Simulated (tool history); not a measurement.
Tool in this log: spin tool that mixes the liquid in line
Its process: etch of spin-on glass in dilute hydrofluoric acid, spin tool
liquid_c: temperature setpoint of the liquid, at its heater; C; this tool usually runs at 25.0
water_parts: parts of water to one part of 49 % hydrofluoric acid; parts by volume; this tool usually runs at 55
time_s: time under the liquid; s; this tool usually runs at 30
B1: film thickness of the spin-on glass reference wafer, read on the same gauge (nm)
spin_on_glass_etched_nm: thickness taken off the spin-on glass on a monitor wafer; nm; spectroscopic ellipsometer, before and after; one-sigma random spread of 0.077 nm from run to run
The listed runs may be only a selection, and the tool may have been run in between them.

Run 1, hour 0.0: usual settings; B1 139.99. Result: spin_on_glass_etched_nm 17.91 nm.
At hour 1.2: hydrofluoric acid flow meter replaced.
At hour 5.7: gauge calibrated.
Run 2, hour 77.3: usual settings; B1 139.98. Result: spin_on_glass_etched_nm 17.56 nm.
Run 3, hour 181.1: usual settings; B1 139.99. Result: spin_on_glass_etched_nm 17.54 nm.
Run 4, hour 258.0: usual settings; B1 140.01. Result: spin_on_glass_etched_nm 17.60 nm.
Run 5, hour 345.5: usual settings; B1 140.00. Result: spin_on_glass_etched_nm 17.87 nm.
Run 6, hour 425.8: usual settings; B1 140.01. Result: spin_on_glass_etched_nm 17.96 nm.
Run 7, hour 505.5: usual settings; B1 139.99. Result: spin_on_glass_etched_nm 18.03 nm.
Run 8, hour 564.3: usual settings; B1 139.99. Result: spin_on_glass_etched_nm 18.06 nm.
Run 9, hour 627.1: usual settings but liquid_c 23.5 C, water_parts 40 parts by volume; B1 140.01. Result: spin_on_glass_etched_nm 23.84 nm.
At hour 651.8: hydrofluoric acid flow meter replaced.
Run 10, hour 732.9: usual settings but liquid_c 21.5 C; B1 140.00. Result: spin_on_glass_etched_nm 15.46 nm.
Run 11, hour 848.9: usual settings but liquid_c 21.5 C; B1 139.98. Result: spin_on_glass_etched_nm 15.72 nm.
Run 12, hour 906.4: usual settings; B1 139.99. Result: spin_on_glass_etched_nm 17.98 nm.
Run 13, hour 974.4: usual settings but liquid_c 26.5 C; B1 140.01. Result: spin_on_glass_etched_nm 19.31 nm.
Run 14, hour 1024.5: usual settings but liquid_c 26.5 C; B1 139.98. Result: spin_on_glass_etched_nm 19.30 nm.
Run 15, hour 1079.4: usual settings but liquid_c 26.5 C; B1 140.00. Result: spin_on_glass_etched_nm 19.59 nm.
At hour 1117.1: thermometer replaced.
Run 16, hour 1137.6: usual settings; B1 140.01. Result: spin_on_glass_etched_nm 17.23 nm.
Run 17, hour 1182.8: usual settings; B1 140.00. Result: spin_on_glass_etched_nm 17.25 nm.
At hour 1241.7: hydrofluoric acid flow meter replaced.
Run 18, hour 1438.9: usual settings but water_parts 65 parts by volume; B1 139.98. Result: spin_on_glass_etched_nm 14.56 nm.
Run 19, hour 1529.6: usual settings; B1 140.00. Result: spin_on_glass_etched_nm 17.45 nm.
Run 20, hour 1613.1: usual settings but liquid_c 23.0 C; B1 140.01. Result: spin_on_glass_etched_nm 16.16 nm.
Run 21, hour 1704.8: usual settings but time_s 20 s; B1 139.99. Result: spin_on_glass_etched_nm 11.70 nm.
Run 22, hour 1773.5: usual settings but water_parts 75 parts by volume; B1 140.00. Result: spin_on_glass_etched_nm 12.71 nm.
At hour 1800.2: hydrofluoric acid flow meter replaced.
At hour 1854.5: gauge calibrated.
Run 23, hour 1854.8: usual settings but water_parts 65 parts by volume, time_s 15 s; B1 140.02. Result: spin_on_glass_etched_nm 7.34 nm.
Run 24, hour 1896.6: usual settings; B1 140.01. Result: spin_on_glass_etched_nm 17.69 nm.
Run 25, hour 1990.7: usual settings but liquid_c 29.0 C, time_s 20 s; B1 139.99. Result: spin_on_glass_etched_nm 13.80 nm.
Run 26, hour 2084.7: usual settings but liquid_c 29.5 C, water_parts 70 parts by volume, time_s 15 s; B1 140.00. Result: spin_on_glass_etched_nm 8.17 nm.
Run 27, hour 2132.3: usual settings but liquid_c 29.0 C, water_parts 75 parts by volume, time_s 45 s; B1 140.00. Result: spin_on_glass_etched_nm 22.35 nm.
Run 28, hour 2213.3: usual settings; B1 140.00. Result: spin_on_glass_etched_nm 17.98 nm.
At hour 2386.6: hydrofluoric acid flow meter replaced.
Run 29, hour 2408.9: usual settings; B1 140.03. Result: spin_on_glass_etched_nm 17.74 nm.
Run 30, hour 2478.8: usual settings; B1 140.02. Result: spin_on_glass_etched_nm 17.95 nm.
Run 31, hour 2545.1: usual settings but liquid_c 22.0 C, water_parts 45 parts by volume, time_s 20 s; B1 140.01. Result: spin_on_glass_etched_nm 13.09 nm.
Run 32, hour 2609.8: usual settings but time_s 45 s; B1 140.02. Result: spin_on_glass_etched_nm 26.96 nm.
Run 33, hour 2668.9: usual settings; B1 140.01. Result: spin_on_glass_etched_nm 17.91 nm.
Run 34, hour 2741.6: usual settings but liquid_c 23.5 C; B1 139.99. Result: spin_on_glass_etched_nm 17.20 nm.

Forecast each of these 3 alternatives for the next run:
Run A, hour 2742.0: usual settings but liquid_c 22.5 C; B1 ?. Result: spin_on_glass_etched_nm ?.
Run B, hour 2742.0: usual settings but liquid_c 20.5 C, water_parts 75 parts by volume, time_s 50 s; B1 ?. Result: spin_on_glass_etched_nm ?.
Run C, hour 2742.0: usual settings but time_s 25 s; B1 ?. Result: spin_on_glass_etched_nm ?.

run      B1  spin_on_glass_etched_nm
  A  140.03                    16.47
  B  140.03                    18.09
  C  140.03                    15.20
Without the tool's hidden state the same runs would have given:
run  spin_on_glass_etched_nm
  A                    15.34
  B                    16.84
  C                    14.17

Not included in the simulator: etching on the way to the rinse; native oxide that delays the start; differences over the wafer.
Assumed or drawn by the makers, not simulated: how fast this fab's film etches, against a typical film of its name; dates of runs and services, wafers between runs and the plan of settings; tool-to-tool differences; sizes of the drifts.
